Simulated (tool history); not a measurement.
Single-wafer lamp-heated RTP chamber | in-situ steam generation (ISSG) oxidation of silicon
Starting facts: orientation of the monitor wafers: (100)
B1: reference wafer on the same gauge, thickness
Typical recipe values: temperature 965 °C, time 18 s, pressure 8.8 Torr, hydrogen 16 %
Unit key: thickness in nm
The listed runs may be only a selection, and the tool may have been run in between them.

run 1 hour=0.0 | temperature=965 time=18 pressure=8.8 hydrogen=16 | B1=4.089 | thickness=4.393
run 2 hour=25.9 | temperature=965 time=18 pressure=8.8 hydrogen=16 | B1=4.077 | thickness=4.441
run 3 hour=97.7 | temperature=965 time=13 pressure=8.8 hydrogen=16 | B1=4.086 | thickness=3.873
-- hour=193.7 pyrometer window cleaned and pyrometer calibrated
run 4 hour=221.6 | temperature=965 time=13 pressure=8.8 hydrogen=16 | B1=4.079 | thickness=3.859
run 5 hour=273.0 | temperature=965 time=13 pressure=8.8 hydrogen=16 | B1=4.078 | thickness=3.868
run 6 hour=309.5 | temperature=965 time=18 pressure=8.8 hydrogen=16 | B1=4.082 | thickness=4.411
run 7 hour=372.7 | temperature=965 time=18 pressure=8.8 hydrogen=16 | B1=4.074 | thickness=4.439
-- hour=576.2 pyrometer window cleaned and pyrometer calibrated
run 8 hour=580.4 | temperature=965 time=18 pressure=8.8 hydrogen=16 | B1=4.085 | thickness=4.360
run 9 hour=627.4 | temperature=965 time=14 pressure=8.8 hydrogen=16 | B1=4.088 | thickness=3.941
-- hour=698.2 gauge calibrated
-- hour=765.6 pressure gauge zeroed
run 10 hour=795.7 | temperature=965 time=14 pressure=8.8 hydrogen=16 | B1=4.077 | thickness=3.972
run 11 hour=846.7 | temperature=965 time=18 pressure=8.8 hydrogen=16 | B1=4.083 | thickness=4.462
run 12 hour=891.9 | temperature=965 time=18 pressure=8.8 hydrogen=16 | B1=4.074 | thickness=4.491
run 13 hour=920.2 | temperature=965 time=18 pressure=8.8 hydrogen=16 | B1=4.078 | thickness=4.495
-- hour=940.9 pyrometer window cleaned and pyrometer calibrated
run 14 hour=952.2 | temperature=972 time=23 pressure=8.8 hydrogen=16 | B1=4.080 | thickness=4.956
run 15 hour=1015.2 | temperature=965 time=18 pressure=8.8 hydrogen=16 | B1=4.082 | thickness=4.387
run 16 hour=1064.2 | temperature=971 time=18 pressure=7.9 hydrogen=19 | B1=4.070 | thickness=4.673
-- hour=1087.4 hydrogen flow controller replaced
run 17 hour=1119.2 | temperature=975 time=22 pressure=10.0 hydrogen=11 | B1=4.077 | thickness=4.581
run 18 hour=1173.9 | temperature=965 time=18 pressure=8.8 hydrogen=16 | B1=4.084 | thickness=4.454
run 19 hour=1216.7 | temperature=972 time=18 pressure=7.7 hydrogen=16 | B1=4.082 | thickness=4.568
-- hour=1238.5 pyrometer window cleaned and pyrometer calibrated
run 20 hour=1354.9 | temperature=965 time=18 pressure=8.8 hydrogen=16 | B1=4.080 | thickness=4.419
run 21 hour=1535.1 | temperature=965 time=13 pressure=9.7 hydrogen=16 | B1=4.082 | thickness=3.858

What will run 22 give?
-- hour=1562.1 pyrometer window cleaned and pyrometer calibrated
run 22 hour=1563.9 | temperature=965 time=21 pressure=9.5 hydrogen=13 | B1=? | thickness=?

B1: 4.081
thickness: 4.443 nm
Without the tool's hidden state the same run would have given thickness 4.434 nm.
